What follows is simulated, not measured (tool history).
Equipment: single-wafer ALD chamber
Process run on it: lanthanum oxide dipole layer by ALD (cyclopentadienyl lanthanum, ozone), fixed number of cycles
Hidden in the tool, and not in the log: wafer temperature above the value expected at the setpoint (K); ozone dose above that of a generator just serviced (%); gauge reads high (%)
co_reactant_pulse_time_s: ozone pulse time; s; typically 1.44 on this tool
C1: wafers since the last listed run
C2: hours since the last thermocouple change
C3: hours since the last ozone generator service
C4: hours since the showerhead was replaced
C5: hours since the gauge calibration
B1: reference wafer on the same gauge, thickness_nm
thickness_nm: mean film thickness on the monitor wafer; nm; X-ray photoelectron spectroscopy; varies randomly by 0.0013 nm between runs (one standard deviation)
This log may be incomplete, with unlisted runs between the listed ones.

{"run": 1, "hour": 0.0, "co_reactant_pulse_time_s": 1.06, "C1": 0, "C2": 1896.7, "C3": 771.8, "C4": 2183.1, "C5": 980.9, "B1": 0.412, "thickness_nm": 0.437}
{"run": 2, "hour": 46.5, "co_reactant_pulse_time_s": 1.86, "C1": 772, "C2": 1943.2, "C3": 818.3, "C4": 2229.6, "C5": 1027.4, "B1": 0.412, "thickness_nm": 0.528}
{"run": 3, "hour": 71.7, "co_reactant_pulse_time_s": 1.86, "C1": 418, "C2": 1968.4, "C3": 843.5, "C4": 2254.8, "C5": 1052.6, "B1": 0.412, "thickness_nm": 0.527}
{"hour": 141.3, "done": "ozone generator serviced"}
{"run": 4, "hour": 141.8, "co_reactant_pulse_time_s": 1.44, "C1": 1032, "C2": 2038.5, "C3": 0.5, "C4": 2324.9, "C5": 1122.7, "B1": 0.412, "thickness_nm": 0.51}
{"run": 5, "hour": 197.5, "co_reactant_pulse_time_s": 1.44, "C1": 925, "C2": 2094.2, "C3": 56.2, "C4": 2380.6, "C5": 1178.4, "B1": 0.412, "thickness_nm": 0.507}
{"run": 6, "hour": 257.2, "co_reactant_pulse_time_s": 1.44, "C1": 992, "C2": 2153.9, "C3": 115.9, "C4": 2440.3, "C5": 1238.1, "B1": 0.412, "thickness_nm": 0.509}
{"run": 7, "hour": 308.1, "co_reactant_pulse_time_s": 1.13, "C1": 845, "C2": 2204.8, "C3": 166.8, "C4": 2491.2, "C5": 1289.0, "B1": 0.412, "thickness_nm": 0.458}
{"run": 8, "hour": 369.7, "co_reactant_pulse_time_s": 1.13, "C1": 1023, "C2": 2266.4, "C3": 228.4, "C4": 2552.8, "C5": 1350.6, "B1": 0.412, "thickness_nm": 0.459}
{"run": 9, "hour": 397.4, "co_reactant_pulse_time_s": 1.44, "C1": 460, "C2": 2294.1, "C3": 256.1, "C4": 2580.5, "C5": 1378.3, "B1": 0.412, "thickness_nm": 0.506}
{"run": 10, "hour": 430.2, "co_reactant_pulse_time_s": 1.22, "C1": 545, "C2": 2326.9, "C3": 288.9, "C4": 2613.3, "C5": 1411.1, "B1": 0.412, "thickness_nm": 0.475}
{"hour": 467.9, "done": "thermocouple changed; heater temperature recalibrated"}
{"run": 11, "hour": 470.2, "co_reactant_pulse_time_s": 1.22, "C1": 531, "C2": 2.3, "C3": 328.9, "C4": 2653.3, "C5": 1451.1, "B1": 0.412, "thickness_nm": 0.475}
{"run": 12, "hour": 527.9, "co_reactant_pulse_time_s": 1.01, "C1": 959, "C2": 60.0, "C3": 386.6, "C4": 2711.0, "C5": 1508.8, "B1": 0.412, "thickness_nm": 0.423}
{"run": 13, "hour": 592.9, "co_reactant_pulse_time_s": 1.82, "C1": 1080, "C2": 125.0, "C3": 451.6, "C4": 2776.0, "C5": 1573.8, "B1": 0.412, "thickness_nm": 0.529}
{"run": 14, "hour": 650.6, "co_reactant_pulse_time_s": 1.78, "C1": 959, "C2": 182.7, "C3": 509.3, "C4": 2833.7, "C5": 1631.5, "B1": 0.412, "thickness_nm": 0.526}
{"run": 15, "hour": 687.6, "co_reactant_pulse_time_s": 1.66, "C1": 614, "C2": 219.7, "C3": 546.3, "C4": 2870.7, "C5": 1668.5, "B1": 0.412, "thickness_nm": 0.521}
{"run": 16, "hour": 744.9, "co_reactant_pulse_time_s": 1.98, "C1": 952, "C2": 277.0, "C3": 603.6, "C4": 2928.0, "C5": 1725.8, "B1": 0.412, "thickness_nm": 0.53}
{"run": 17, "hour": 885.2, "co_reactant_pulse_time_s": 1.44, "C1": 2331, "C2": 417.3, "C3": 743.9, "C4": 3068.3, "C5": 1866.1, "B1": 0.412, "thickness_nm": 0.502}
{"hour": 915.2, "done": "showerhead replaced"}
{"run": 18, "hour": 915.7, "co_reactant_pulse_time_s": 1.95, "C1": 373, "C2": 447.8, "C3": 774.4, "C4": 0.5, "C5": 1896.6, "B1": 0.412, "thickness_nm": 0.529}
{"run": 19, "hour": 935.2, "co_reactant_pulse_time_s": 1.6, "C1": 324, "C2": 467.3, "C3": 793.9, "C4": 20.0, "C5": 1916.1, "B1": 0.412, "thickness_nm": 0.517}
{"run": 20, "hour": 991.4, "co_reactant_pulse_time_s": 1.29, "C1": 934, "C2": 523.5, "C3": 850.1, "C4": 76.2, "C5": 1972.3, "B1": 0.412, "thickness_nm": 0.486}
{"run": 21, "hour": 1032.9, "co_reactant_pulse_time_s": 1.73, "C1": 689, "C2": 565.0, "C3": 891.6, "C4": 117.7, "C5": 2013.8, "B1": 0.412, "thickness_nm": 0.521}
{"run": 22, "hour": 1081.2, "co_reactant_pulse_time_s": 2.01, "C1": 802, "C2": 613.3, "C3": 939.9, "C4": 166.0, "C5": 2062.1, "B1": 0.412, "thickness_nm": 0.531}
{"hour": 1093.3, "done": "gauge calibrated"}
{"run": 23, "hour": 1139.4, "co_reactant_pulse_time_s": 1.23, "C1": 967, "C2": 671.5, "C3": 998.1, "C4": 224.2, "C5": 46.1, "B1": 0.412, "thickness_nm": 0.473}
{"run": 24, "hour": 1196.6, "co_reactant_pulse_time_s": 1.99, "C1": 950, "C2": 728.7, "C3": 1055.3, "C4": 281.4, "C5": 103.3, "B1": 0.412, "thickness_nm": 0.531}
{"run": 25, "hour": 1225.5, "co_reactant_pulse_time_s": 1.44, "C1": 480, "C2": 757.6, "C3": 1084.2, "C4": 310.3, "C5": 132.2, "B1": 0.412, "thickness_nm": 0.503}
{"hour": 1273.5, "done": "ozone generator serviced"}
{"run": 26, "hour": 1293.0, "co_reactant_pulse_time_s": 1.69, "C1": 988, "C2": 825.1, "C3": 19.5, "C4": 377.8, "C5": 199.7, "B1": 0.412, "thickness_nm": 0.523}
{"run": 27, "hour": 1329.8, "co_reactant_pulse_time_s": 1.66, "C1": 611, "C2": 861.9, "C3": 56.3, "C4": 414.6, "C5": 236.5, "B1": 0.412, "thickness_nm": 0.523}
{"run": 28, "hour": 1356.8, "co_reactant_pulse_time_s": 1.83, "C1": 448, "C2": 888.9, "C3": 83.3, "C4": 441.6, "C5": 263.5, "B1": 0.412, "thickness_nm": 0.527}
{"run": 29, "hour": 1407.3, "co_reactant_pulse_time_s": 0.91, "C1": 839, "C2": 939.4, "C3": 133.8, "C4": 492.1, "C5": 314.0, "B1": 0.412, "thickness_nm": 0.387}
{"run": 30, "hour": 1454.6, "co_reactant_pulse_time_s": 1.44, "C1": 786, "C2": 986.7, "C3": 181.1, "C4": 539.4, "C5": 361.3, "B1": 0.412, "thickness_nm": 0.507}
{"run": 31, "hour": 1514.9, "co_reactant_pulse_time_s": 1.61, "C1": 1002, "C2": 1047.0, "C3": 241.4, "C4": 599.7, "C5": 421.6, "B1": 0.412, "thickness_nm": 0.516}
{"run": 32, "hour": 1572.4, "co_reactant_pulse_time_s": 1.44, "C1": 955, "C2": 1104.5, "C3": 298.9, "C4": 657.2, "C5": 479.1, "B1": 0.412, "thickness_nm": 0.503}
{"run": 33, "hour": 1602.4, "co_reactant_pulse_time_s": 1.9, "C1": 498, "C2": 1134.5, "C3": 328.9, "C4": 687.2, "C5": 509.1, "B1": 0.412, "thickness_nm": 0.53}
{"run": 34, "hour": 1657.1, "co_reactant_pulse_time_s": 1.44, "C1": 909, "C2": 1189.2, "C3": 383.6, "C4": 741.9, "C5": 563.8, "B1": 0.412, "thickness_nm": 0.503}
{"run": 35, "hour": 1728.6, "co_reactant_pulse_time_s": 1.02, "C1": 1188, "C2": 1260.7, "C3": 455.1, "C4": 813.4, "C5": 635.3, "B1": 0.412, "thickness_nm": 0.423}

What if the next run were any one of these 3? Each begins from the tool's condition after run 35:
{"run": "A", "hour": 1729.0, "co_reactant_pulse_time_s": 1.44, "C1": 6, "C2": 1261.1, "C3": 455.5, "C4": 813.8, "C5": 635.7, "B1": "?", "thickness_nm": "?"}
{"run": "B", "hour": 1729.0, "co_reactant_pulse_time_s": 1.88, "C1": 6, "C2": 1261.1, "C3": 455.5, "C4": 813.8, "C5": 635.7, "B1": "?", "thickness_nm": "?"}
{"run": "C", "hour": 1729.0, "co_reactant_pulse_time_s": 0.99, "C1": 6, "C2": 1261.1, "C3": 455.5, "C4": 813.8, "C5": 635.7, "B1": "?", "thickness_nm": "?"}

run=A B1=0.412 thickness_nm=0.503
run=B B1=0.412 thickness_nm=0.528
run=C B1=0.412 thickness_nm=0.414
Without the tool's unlogged condition, the same runs would have read:
run=A thickness_nm=0.509
run=B thickness_nm=0.531
run=C thickness_nm=0.424
